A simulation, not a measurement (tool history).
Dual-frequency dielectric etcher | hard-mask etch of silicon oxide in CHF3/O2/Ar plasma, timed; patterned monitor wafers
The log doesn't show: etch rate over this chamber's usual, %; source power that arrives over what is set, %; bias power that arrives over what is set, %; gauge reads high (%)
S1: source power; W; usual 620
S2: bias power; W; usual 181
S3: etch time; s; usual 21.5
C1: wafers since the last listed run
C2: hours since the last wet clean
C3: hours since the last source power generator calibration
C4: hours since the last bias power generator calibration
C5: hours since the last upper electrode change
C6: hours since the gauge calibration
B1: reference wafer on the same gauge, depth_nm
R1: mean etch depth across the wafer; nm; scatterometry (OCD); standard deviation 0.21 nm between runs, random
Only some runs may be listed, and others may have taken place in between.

| run | day | S1 | S2 | S3 | C1 | C2 | C3 | C4 | C5 | C6 | B1 | R1 |
|---|---|---|---|---|---|---|---|---|---|---|---|---|
| 1 | 0 | 740 | 169 | 21.5 | 0 | 489.5 | 1508.9 | 2790.3 | 5964.7 | 462.5 | 37.54 | 51.07 |
|  | 2.692 | wet clean of the chamber |
| 2 | 2.712 | 620 | 181 | 21.5 | 847 | 0.5 | 1574 | 2855.4 | 6029.8 | 527.6 | 37.54 | 46.01 |
| 3 | 3.875 | 620 | 181 | 21.5 | 575 | 28.4 | 1601.9 | 2883.3 | 6057.7 | 555.5 | 37.56 | 46.22 |
| 4 | 6.775 | 620 | 181 | 21.5 | 1435 | 98 | 1671.5 | 2952.9 | 6127.3 | 625.1 | 37.64 | 46.33 |
| 5 | 9.625 | 620 | 181 | 21.5 | 1410 | 166.4 | 1739.9 | 3021.3 | 6195.7 | 693.5 | 37.62 | 46.46 |
| 6 | 12.238 | 620 | 198 | 21.5 | 1293 | 229.1 | 1802.6 | 3084 | 6258.4 | 756.2 | 37.62 | 48.03 |
| 7 | 14.3 | 620 | 181 | 21.5 | 1021 | 278.6 | 1852.1 | 3133.5 | 6307.9 | 805.7 | 37.6 | 46.87 |
| 8 | 16.162 | 620 | 181 | 21.5 | 922 | 323.3 | 1896.8 | 3178.2 | 6352.6 | 850.4 | 37.59 | 46.97 |
| 9 | 19.021 | 620 | 181 | 21.5 | 1415 | 391.9 | 1965.4 | 3246.8 | 6421.2 | 919 | 37.57 | 47.27 |
| 10 | 21.125 | 620 | 181 | 21.5 | 1041 | 442.4 | 2015.9 | 3297.3 | 6471.7 | 969.5 | 37.66 | 47.81 |
|  | 22.288 | wet clean of the chamber |
| 11 | 23.246 | 620 | 181 | 21.5 | 554 | 23 | 2066.8 | 3348.2 | 6522.6 | 1020.4 | 37.62 | 42.5 |
| 12 | 24.758 | 620 | 181 | 21.5 | 748 | 59.3 | 2103.1 | 3384.5 | 6558.9 | 1056.7 | 37.61 | 42.39 |
| 13 | 26.329 | 620 | 181 | 21.5 | 777 | 97 | 2140.8 | 3422.2 | 6596.6 | 1094.4 | 37.57 | 42.62 |
| 14 | 27.862 | 620 | 181 | 21.5 | 759 | 133.8 | 2177.6 | 3459 | 6633.4 | 1131.2 | 37.6 | 43 |
| 15 | 29.546 | 620 | 214 | 20 | 833 | 174.2 | 2218 | 3499.4 | 6673.8 | 1171.6 | 37.63 | 42.36 |
|  | 32.004 | wet clean of the chamber, repeated, since the last time left the tool worse |
|  | 34.158 | upper electrode replaced |
| 16 | 35.742 | 620 | 181 | 21.5 | 2077 | 89.7 | 2366.7 | 3648.1 | 38 | 1320.3 | 37.62 | 45.97 |
| 17 | 36.85 | 620 | 181 | 21.5 | 548 | 116.3 | 2393.3 | 3674.7 | 64.6 | 1346.9 | 37.62 | 46.2 |
|  | 37.929 | gauge calibrated |
| 18 | 40.733 | 620 | 198 | 21.5 | 1922 | 209.5 | 2486.5 | 3767.9 | 157.8 | 67.3 | 37.64 | 47.4 |
| 19 | 42.246 | 740 | 216 | 15.5 | 748 | 245.8 | 2522.8 | 3804.2 | 194.1 | 103.6 | 37.57 | 38.66 |
| 20 | 44.221 | 480 | 181 | 18 | 977 | 293.2 | 2570.2 | 3851.6 | 241.5 | 151 | 37.6 | 34.14 |
|  | 45.083 | source power generator calibrated |
|  | 45.158 | bias power generator calibrated |
| 21 | 45.533 | 620 | 181 | 17.5 | 529 | 324.7 | 10.8 | 9 | 273 | 182.5 | 37.6 | 38 |
| 22 | 47.188 | 500 | 137 | 24 | 818 | 364.4 | 50.5 | 48.7 | 312.7 | 222.2 | 37.59 | 43.63 |
| 23 | 49.05 | 710 | 212 | 17 | 922 | 409.1 | 95.2 | 93.4 | 357.4 | 266.9 | 37.65 | 42.03 |
| 24 | 50.883 | 710 | 153 | 23.5 | 907 | 453.1 | 139.2 | 137.4 | 401.4 | 310.9 | 37.63 | 53.07 |
|  | 53.554 | wet clean of the chamber |
| 25 | 53.575 | 620 | 155 | 16 | 837 | 0.5 | 203.8 | 202 | 466 | 375.5 | 37.58 | 32.98 |
| 26 | 55.542 | 710 | 212 | 17 | 973 | 47.7 | 251 | 249.2 | 513.2 | 422.7 | 37.67 | 40.96 |
| 27 | 56.667 | 620 | 181 | 21.5 | 556 | 74.7 | 278 | 276.2 | 540.2 | 449.7 | 37.55 | 46.33 |
| 28 | 59.288 | 680 | 144 | 15.5 | 1297 | 137.6 | 340.9 | 339.1 | 603.1 | 512.6 | 37.65 | 32.9 |
| 29 | 61.938 | 620 | 181 | 21.5 | 1311 | 201.2 | 404.5 | 402.7 | 666.7 | 576.2 | 37.59 | 46.25 |

Below are 3 alternative next runs, each starting from the tool's condition after run 29. Predict each:
| A | 61.954 | 480 | 181 | 21.5 | 8 | 201.6 | 404.9 | 403.1 | 667.1 | 576.6 | ? | ? |
| B | 61.954 | 490 | 200 | 21.5 | 8 | 201.6 | 404.9 | 403.1 | 667.1 | 576.6 | ? | ? |
| C | 61.954 | 710 | 160 | 27.5 | 8 | 201.6 | 404.9 | 403.1 | 667.1 | 576.6 | ? | ? |

| run | B1 | R1 |
|---|---|---|
| A | 37.6 | 41.1 |
| B | 37.6 | 42.84 |
| C | 37.6 | 62.03 |
What these runs would have given with no unlogged condition in the tool:
| run | R1 |
|---|---|
| A | 40.26 |
| B | 41.97 |
| C | 60.77 |

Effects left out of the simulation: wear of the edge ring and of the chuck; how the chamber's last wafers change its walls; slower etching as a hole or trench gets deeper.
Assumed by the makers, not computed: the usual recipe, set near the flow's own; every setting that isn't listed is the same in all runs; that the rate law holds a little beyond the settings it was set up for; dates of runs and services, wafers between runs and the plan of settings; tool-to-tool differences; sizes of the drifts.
